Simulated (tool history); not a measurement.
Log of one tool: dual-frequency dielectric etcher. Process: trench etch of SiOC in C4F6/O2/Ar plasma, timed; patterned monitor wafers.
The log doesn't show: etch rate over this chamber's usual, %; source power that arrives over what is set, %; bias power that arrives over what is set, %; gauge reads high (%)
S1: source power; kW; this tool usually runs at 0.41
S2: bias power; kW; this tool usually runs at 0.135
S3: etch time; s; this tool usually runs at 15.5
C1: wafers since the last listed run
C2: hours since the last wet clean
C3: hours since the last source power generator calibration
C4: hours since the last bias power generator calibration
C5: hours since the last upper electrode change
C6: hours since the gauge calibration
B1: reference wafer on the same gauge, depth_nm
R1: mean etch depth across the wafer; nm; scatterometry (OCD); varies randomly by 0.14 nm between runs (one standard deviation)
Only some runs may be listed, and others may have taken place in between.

run 1 day=0 | S1=0.41 S2=0.135 S3=15.5 | C1=0 C2=142.3 C3=1704.1 C4=2289 C5=3826.4 C6=1509.2 | B1=29.38 | R1=29.15
run 2 day=2.112 | S1=0.41 S2=0.135 S3=15.5 | C1=956 C2=193 C3=1754.8 C4=2339.7 C5=3877.1 C6=1559.9 | B1=29.39 | R1=28.99
run 3 day=4.538 | S1=0.41 S2=0.135 S3=15.5 | C1=1098 C2=251.2 C3=1813 C4=2397.9 C5=3935.3 C6=1618.1 | B1=29.4 | R1=28.92
run 4 day=6.625 | S1=0.41 S2=0.135 S3=15.5 | C1=945 C2=301.3 C3=1863.1 C4=2448 C5=3985.4 C6=1668.2 | B1=29.41 | R1=29.32
run 5 day=8.962 | S1=0.41 S2=0.135 S3=17.5 | C1=1058 C2=357.4 C3=1919.2 C4=2504.1 C5=4041.5 C6=1724.3 | B1=29.42 | R1=32.87
run 6 day=10.85 | S1=0.35 S2=0.148 S3=15.5 | C1=854 C2=402.7 C3=1964.5 C4=2549.4 C5=4086.8 C6=1769.6 | B1=29.4 | R1=27.67
run 7 day=12.388 | S1=0.44 S2=0.142 S3=15.5 | C1=696 C2=439.6 C3=2001.4 C4=2586.3 C5=4123.7 C6=1806.5 | B1=29.42 | R1=30.44
run 8 day=13.833 | S1=0.41 S2=0.155 S3=18.5 | C1=654 C2=474.3 C3=2036.1 C4=2621 C5=4158.4 C6=1841.2 | B1=29.39 | R1=36.43
run 9 day=15.842 | S1=0.41 S2=0.155 S3=18.5 | C1=909 C2=522.5 C3=2084.3 C4=2669.2 C5=4206.6 C6=1889.4 | B1=29.42 | R1=36.31
-- day=17.279 wet clean of the chamber
-- day=19.229 upper electrode replaced
run 10 day=19.25 | S1=0.41 S2=0.155 S3=18.5 | C1=637 C2=47.3 C3=2166.1 C4=2751 C5=0.5 C6=1971.2 | B1=29.4 | R1=35.99
run 11 day=20.517 | S1=0.46 S2=0.135 S3=15.5 | C1=573 C2=77.7 C3=2196.5 C4=2781.4 C5=30.9 C6=2001.6 | B1=29.4 | R1=31.04
run 12 day=22.021 | S1=0.46 S2=0.135 S3=15.5 | C1=681 C2=113.8 C3=2232.6 C4=2817.5 C5=67 C6=2037.7 | B1=29.41 | R1=30.58
run 13 day=24.796 | S1=0.46 S2=0.135 S3=15.5 | C1=1256 C2=180.4 C3=2299.2 C4=2884.1 C5=133.6 C6=2104.3 | B1=29.4 | R1=30.81
run 14 day=27.404 | S1=0.44 S2=0.123 S3=19.5 | C1=1181 C2=243 C3=2361.8 C4=2946.7 C5=196.2 C6=2166.9 | B1=29.39 | R1=36.81
-- day=28.183 gauge calibrated
run 15 day=28.479 | S1=0.35 S2=0.135 S3=15.5 | C1=486 C2=268.8 C3=2387.6 C4=2972.5 C5=222 C6=7.1 | B1=29.39 | R1=26.82
run 16 day=30.146 | S1=0.41 S2=0.135 S3=15.5 | C1=754 C2=308.8 C3=2427.6 C4=3012.5 C5=262 C6=47.1 | B1=29.39 | R1=28.99
-- day=39.104 wet clean of the chamber
run 17 day=39.125 | S1=0.49 S2=0.162 S3=18 | C1=3613 C2=0.5 C3=2643.1 C4=3228 C5=477.5 C6=262.6 | B1=29.4 | R1=38.31
run 18 day=40.833 | S1=0.41 S2=0.135 S3=15.5 | C1=773 C2=41.5 C3=2684.1 C4=3269 C5=518.5 C6=303.6 | B1=29.4 | R1=28.82
-- day=42.062 source power generator calibrated
run 19 day=42.083 | S1=0.41 S2=0.135 S3=15.5 | C1=490 C2=71.5 C3=0.5 C4=3299 C5=548.5 C6=333.6 | B1=29.43 | R1=28.15
run 20 day=43.562 | S1=0.41 S2=0.135 S3=14 | C1=669 C2=107 C3=36 C4=3334.5 C5=584 C6=369.1 | B1=29.39 | R1=25.75
-- day=44.571 bias power generator calibrated
run 21 day=46.546 | S1=0.46 S2=0.116 S3=15.5 | C1=1275 C2=178.6 C3=107.6 C4=47.4 C5=655.6 C6=440.7 | B1=29.4 | R1=28.6
run 22 day=49.308 | S1=0.41 S2=0.135 S3=15.5 | C1=1251 C2=244.9 C3=173.9 C4=113.7 C5=721.9 C6=507 | B1=29.43 | R1=28.25
run 23 day=50.808 | S1=0.36 S2=0.145 S3=17 | C1=679 C2=280.9 C3=209.9 C4=149.7 C5=757.9 C6=543 | B1=29.4 | R1=29.92
run 24 day=52.371 | S1=0.41 S2=0.135 S3=15.5 | C1=707 C2=318.4 C3=247.4 C4=187.2 C5=795.4 C6=580.5 | B1=29.43 | R1=28.32
run 25 day=54.292 | S1=0.41 S2=0.105 S3=15.5 | C1=869 C2=364.5 C3=293.5 C4=233.3 C5=841.5 C6=626.6 | B1=29.41 | R1=26.47
-- day=55.592 source power generator calibrated, repeated, since the last time left the tool worse
run 26 day=56.296 | S1=0.41 S2=0.159 S3=13.5 | C1=832 C2=412.6 C3=16.9 C4=281.4 C5=889.6 C6=674.7 | B1=29.4 | R1=27.23
run 27 day=58.079 | S1=0.41 S2=0.135 S3=13 | C1=807 C2=455.4 C3=59.7 C4=324.2 C5=932.4 C6=717.5 | B1=29.4 | R1=24.66
-- day=59.538 wet clean of the chamber
run 28 day=59.696 | S1=0.41 S2=0.162 S3=15.5 | C1=279 C2=3.8 C3=98.5 C4=363 C5=971.2 C6=756.3 | B1=29.38 | R1=30.98
run 29 day=61.792 | S1=0.33 S2=0.135 S3=15.5 | C1=949 C2=54.1 C3=148.8 C4=413.3 C5=1021.5 C6=806.6 | B1=29.38 | R1=26.44
run 30 day=64.708 | S1=0.5 S2=0.145 S3=12.5 | C1=1320 C2=124.1 C3=218.8 C4=483.3 C5=1091.5 C6=876.6 | B1=29.4 | R1=26.84

Entry by entry between the runs, the difference in hidden state between the last listed run before and the first listed run after:
In the gap between runs 9 and 10: wet clean of the chamber (day 17.279); upper electrode replaced (day 19.229)
  source power that arrives over what is set, %: -2.21 -> -2.4
  the result without the hidden state subtracted from the measured one, R1: -0.4 -> -0.43 nm
In the gap between runs 14 and 15: gauge calibrated (day 28.183)
  source power that arrives over what is set, %: -2.88 -> -2.95
  the result without the hidden state subtracted from the measured one, R1: -0.53 -> -0.4 nm
In the gap between runs 16 and 17: wet clean of the chamber (day 39.104)
  source power that arrives over what is set, %: -3.06 -> -3.66
  the result without the hidden state subtracted from the measured one, R1: -0.44 -> -0.7 nm
In the gap between runs 18 and 19: source power generator calibrated (day 42.062)
  source power that arrives over what is set, %: -3.78 -> -6.44
  the result without the hidden state subtracted from the measured one, R1: -0.55 -> -0.94 nm
In the gap between runs 20 and 21: bias power generator calibrated (day 44.571)
  source power that arrives over what is set, %: -6.44 -> -6.45
  the result without the hidden state subtracted from the measured one, R1: -0.86 -> -0.97 nm
In the gap between runs 25 and 26: source power generator calibrated, repeated, since the last time left the tool worse (day 55.592)
  source power that arrives over what is set, %: -6.49 -> -0.00353
  the result without the hidden state subtracted from the measured one, R1: -0.91 -> +0 nm
In the gap between runs 27 and 28: wet clean of the chamber (day 59.538)
  source power that arrives over what is set, %: -0.00533 -> -0.00869
  the result without the hidden state subtracted from the measured one, R1: +0 -> +0 nm

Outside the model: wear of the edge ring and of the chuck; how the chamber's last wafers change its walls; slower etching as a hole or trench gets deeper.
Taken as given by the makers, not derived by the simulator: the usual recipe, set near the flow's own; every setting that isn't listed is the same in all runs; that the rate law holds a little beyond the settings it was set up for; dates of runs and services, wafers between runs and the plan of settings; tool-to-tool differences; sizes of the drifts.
